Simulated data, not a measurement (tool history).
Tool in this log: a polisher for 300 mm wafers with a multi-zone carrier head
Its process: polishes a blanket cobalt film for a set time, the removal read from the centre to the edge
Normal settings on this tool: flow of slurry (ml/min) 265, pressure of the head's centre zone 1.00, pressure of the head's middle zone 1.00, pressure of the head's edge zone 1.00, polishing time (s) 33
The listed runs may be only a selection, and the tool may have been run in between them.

run	day	flow of slurry (ml/min)	pressure of the head's centre zone	pressure of the head's middle zone	pressure of the head's edge zone	polishing time (s)	incoming thickness of the incoming film, nm	film removed at the wafer's centre (Å)	film removed at mid-radius (Å)	film removed at the wafer's edge (Å)
1	0.000	265	1.09	1.00	0.93	33	1582.7	1472	1400	1383
2	3.625	265	0.92	1.00	1.00	33	1549.3	1306	1375	1405
3	7.325	345	1.00	1.00	1.00	39	1573.2	1672	1632	1670
# day 8.021: slurry nozzle cleaned
4	11.721	265	1.09	1.00	0.93	33	1585.1	1404	1310	1294
# day 11.904: worn pad replaced by a new one
5	20.538	265	1.00	1.00	0.95	40	1573.9	1831	1833	1793
# day 24.054: carrier head's membrane replaced by a new one
6	24.075	265	1.00	1.00	1.00	39	1589.0	1747	1749	1786
# day 26.175: centre zone pressure recalibrated
7	26.883	265	1.00	1.00	1.00	33	1581.3	1481	1451	1472
8	30.646	265	1.00	1.00	1.00	33	1598.4	1436	1451	1460
9	32.858	265	1.07	1.04	1.00	33	1602.2	1494	1473	1432
# day 33.250: edge zone pressure recalibrated
# day 35.242: slurry nozzle cleaned
10	36.492	265	1.00	1.00	1.00	33	1571.0	1405	1395	1445
# day 38.208: worn pad replaced by a new one
11	40.100	235	0.89	1.00	0.88	33	1595.3	1446	1537	1474

Run 12 comes next. What will it give?
12	43.404	265	1.00	1.00	1.12	33	1607.1	?	?	?

Run 12 gave film removed at the wafer's centre (Å) 1569, film removed at mid-radius (Å) 1533, film removed at the wafer's edge (Å) 1651.
With the hidden condition absent and the run-to-run variation left alone, this run would have shown film removed at the wafer's centre (Å) 1603, film removed at mid-radius (Å) 1566, film removed at the wafer's edge (Å) 1687.
